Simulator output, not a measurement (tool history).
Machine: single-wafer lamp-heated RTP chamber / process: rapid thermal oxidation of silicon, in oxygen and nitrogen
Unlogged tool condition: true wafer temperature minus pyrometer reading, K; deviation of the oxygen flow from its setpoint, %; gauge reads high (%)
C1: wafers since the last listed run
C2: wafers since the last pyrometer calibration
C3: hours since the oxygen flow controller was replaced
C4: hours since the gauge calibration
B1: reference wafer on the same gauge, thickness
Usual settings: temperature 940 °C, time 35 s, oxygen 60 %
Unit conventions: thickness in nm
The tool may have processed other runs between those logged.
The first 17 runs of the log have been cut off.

run 18 hour=1276.3 | temperature=951 time=44 oxygen=74 | C1=839 C2=1142 C3=246.3 C4=294.6 | B1=2.748 | thickness=3.440
run 19 hour=1350.2 | temperature=958 time=41 oxygen=51 | C1=748 C2=1890 C3=320.2 C4=368.5 | B1=2.748 | thickness=3.194
run 20 hour=1428.1 | temperature=923 time=28 oxygen=52 | C1=788 C2=2679 C3=398.1 C4=446.4 | B1=2.753 | thickness=2.480
run 21 hour=1471.1 | temperature=940 time=35 oxygen=81 | C1=435 C2=3115 C3=441.1 C4=489.4 | B1=2.750 | thickness=3.119
run 22 hour=1539.1 | temperature=940 time=35 oxygen=60 | C1=688 C2=3803 C3=509.1 C4=557.4 | B1=2.752 | thickness=2.896
-- hour=1614.7 pyrometer window cleaned and pyrometer calibrated
run 23 hour=1615.2 | temperature=940 time=26 oxygen=60 | C1=689 C2=4 C3=585.2 C4=633.5 | B1=2.751 | thickness=2.566
run 24 hour=1698.7 | temperature=940 time=35 oxygen=60 | C1=845 C2=850 C3=668.7 C4=717.0 | B1=2.750 | thickness=2.837
run 25 hour=1746.0 | temperature=948 time=47 oxygen=87 | C1=479 C2=1329 C3=716.0 C4=764.3 | B1=2.751 | thickness=3.635
run 26 hour=1782.1 | temperature=940 time=48 oxygen=38 | C1=365 C2=1695 C3=752.1 C4=800.4 | B1=2.752 | thickness=2.873
run 27 hour=1867.1 | temperature=958 time=35 oxygen=41 | C1=860 C2=2556 C3=837.1 C4=885.4 | B1=2.753 | thickness=2.916
run 28 hour=1926.0 | temperature=940 time=35 oxygen=78 | C1=596 C2=3152 C3=896.0 C4=944.3 | B1=2.749 | thickness=3.081
run 29 hour=1969.2 | temperature=912 time=24 oxygen=60 | C1=437 C2=3590 C3=939.2 C4=987.5 | B1=2.753 | thickness=2.380
-- hour=2050.0 pyrometer window cleaned and pyrometer calibrated
run 30 hour=2073.3 | temperature=940 time=49 oxygen=60 | C1=973 C2=236 C3=1043.3 C4=1091.6 | B1=2.748 | thickness=3.093
run 31 hour=2123.9 | temperature=915 time=49 oxygen=84 | C1=512 C2=748 C3=1093.9 C4=1142.2 | B1=2.751 | thickness=2.965

Each row is a separate what-if for the run after 31, all from the same tool condition, not one after another. Results?
run A hour=2124.4 | temperature=940 time=35 oxygen=60 | C1=5 C2=753 C3=1094.4 C4=1142.7 | B1=? | thickness=?
run B hour=2124.4 | temperature=927 time=35 oxygen=60 | C1=5 C2=753 C3=1094.4 C4=1142.7 | B1=? | thickness=?
run C hour=2124.4 | temperature=940 time=25 oxygen=60 | C1=5 C2=753 C3=1094.4 C4=1142.7 | B1=? | thickness=?

run=A B1=2.751 thickness=2.841
run=B B1=2.751 thickness=2.680
run=C B1=2.751 thickness=2.596
What these runs would have given with no unlogged condition in the tool:
run=A thickness=2.775
run=B thickness=2.626
run=C thickness=2.545
